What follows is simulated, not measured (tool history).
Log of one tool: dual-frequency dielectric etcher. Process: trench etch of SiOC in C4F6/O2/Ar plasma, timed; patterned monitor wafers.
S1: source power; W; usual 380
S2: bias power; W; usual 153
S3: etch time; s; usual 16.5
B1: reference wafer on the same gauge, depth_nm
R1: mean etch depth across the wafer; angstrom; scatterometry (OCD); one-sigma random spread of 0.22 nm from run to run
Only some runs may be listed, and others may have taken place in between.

| run | hour | S1 | S2 | S3 | B1 | R1 |
|---|---|---|---|---|---|---|
| 1 | 0 | 380 | 153 | 16.5 | 28.09 | 350 |
| 2 | 10.2 | 380 | 153 | 16.5 | 28.07 | 350 |
| 3 | 35.1 | 380 | 153 | 16.5 | 27.96 | 355.6 |
| 4 | 50.4 | 380 | 153 | 16.5 | 28.12 | 351.4 |
| 5 | 64 | 380 | 153 | 16.5 | 28.1 | 353.5 |
|  | 71 | bias power generator calibrated |
|  | 90 | source power generator calibrated |
|  | 96.9 | wet clean of the chamber |
| 6 | 97.4 | 380 | 153 | 16.5 | 28.04 | 333.7 |
| 7 | 97.8 | 470 | 136 | 16.5 | 28.09 | 348.4 |
| 8 | 107.8 | 440 | 126 | 13.5 | 28.02 | 272.3 |
| 9 | 123.8 | 380 | 153 | 12 | 27.91 | 241.3 |
|  | 160.7 | upper electrode replaced, of another model than before |
| 10 | 161.2 | 480 | 181 | 19 | 28.07 | 468.8 |
| 11 | 161.5 | 380 | 153 | 16.5 | 27.89 | 336.9 |
| 12 | 161.8 | 380 | 153 | 16.5 | 27.97 | 333.1 |
| 13 | 169.1 | 380 | 153 | 16.5 | 28.01 | 334.1 |
| 14 | 184.1 | 380 | 153 | 16.5 | 28.03 | 338.5 |
| 15 | 191.8 | 380 | 153 | 16.5 | 28.01 | 334.8 |
| 16 | 206.3 | 380 | 138 | 21 | 28.01 | 410 |
| 17 | 214.4 | 300 | 125 | 19.5 | 28.07 | 321 |
| 18 | 222.8 | 380 | 162 | 18 | 27.96 | 376.5 |
| 19 | 236.2 | 460 | 166 | 18.5 | 27.95 | 434.9 |
| 20 | 249.5 | 430 | 118 | 20 | 28.07 | 383.8 |
| 21 | 258.2 | 380 | 136 | 16.5 | 28.02 | 323.9 |
|  | 268.9 | gauge calibrated |
| 22 | 303.4 | 380 | 153 | 18.5 | 28.02 | 380.7 |

Run 23 has not been measured yet. What should we expect?
| 23 | 320.3 | 320 | 127 | 11.5 | ? | ? |

Run 23 yielded B1 27.99, R1 198.9 angstrom.
The same run, on a tool lacking any hidden state, would have yielded R1 193.7 angstrom.
